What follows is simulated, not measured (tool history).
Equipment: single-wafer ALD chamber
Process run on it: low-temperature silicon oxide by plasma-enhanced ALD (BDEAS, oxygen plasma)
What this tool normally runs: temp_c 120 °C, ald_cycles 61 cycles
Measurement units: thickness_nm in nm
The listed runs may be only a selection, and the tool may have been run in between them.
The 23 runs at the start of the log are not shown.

run   hour  temp_c  ald_cycles  wafers since the last listed run  hours since the last thermocouple change  hours since the gauge calibration  read-back reference wafer on the same gauge, thickness_nm  thickness_nm
 24  551.6     105          72                                95                                    2555.1                               78.2                                                     10.048        10.283
 25  577.5     120          61                               116                                    2581.0                              104.1                                                     10.061         8.526
 26  600.6     120          68                               103                                    2604.1                              127.2                                                     10.054         9.483
     610.1  -- thermocouple changed; heater temperature recalibrated
 27  628.4     130          61                                89                                      18.3                              155.0                                                     10.046         8.398
 28  649.5     130          71                                94                                      39.4                              176.1                                                     10.058         9.872
 29  670.3     107          71                                93                                      60.2                              196.9                                                     10.046        10.266
 30  698.6     107          55                               127                                      88.5                              225.2                                                     10.041         7.867
 31  710.9     114          55                                55                                     100.8                              237.5                                                     10.061         7.768
 32  745.4     113          70                               155                                     135.3                              272.0                                                     10.037         9.854
 33  760.8     120          61                                69                                     150.7                              287.4                                                     10.051         8.642
 34  774.8     105          71                                63                                     164.7                              301.4                                                     10.055        10.189
 35  810.3     113          73                               159                                     200.2                              336.9                                                     10.044        10.422
 36  839.6     126          67                               131                                     229.5                              366.2                                                     10.044         9.230
 37  871.5     127          61                               143                                     261.4                              398.1                                                     10.061         8.469
 38  905.5     127          70                               153                                     295.4                              432.1                                                     10.046         9.644

Consider 3 possible next runs. They are alternatives, not a sequence: every one starts from the tool as it was left by run 38. What does each give?
  A  906.0     120          61                                 2                                     295.9                              432.6                                                          ?             ?
  B  906.0     111          70                                 2                                     295.9                              432.6                                                          ?             ?
  C  906.0     120          52                                 2                                     295.9                              432.6                                                          ?             ?

run  read-back reference wafer on the same gauge, thickness_nm  thickness_nm
  A                                                     10.042         8.681
  B                                                     10.042        10.113
  C                                                     10.042         7.400
Without the tool's hidden state the same runs would have given:
run  thickness_nm
  A         8.681
  B        10.113
  C         7.400
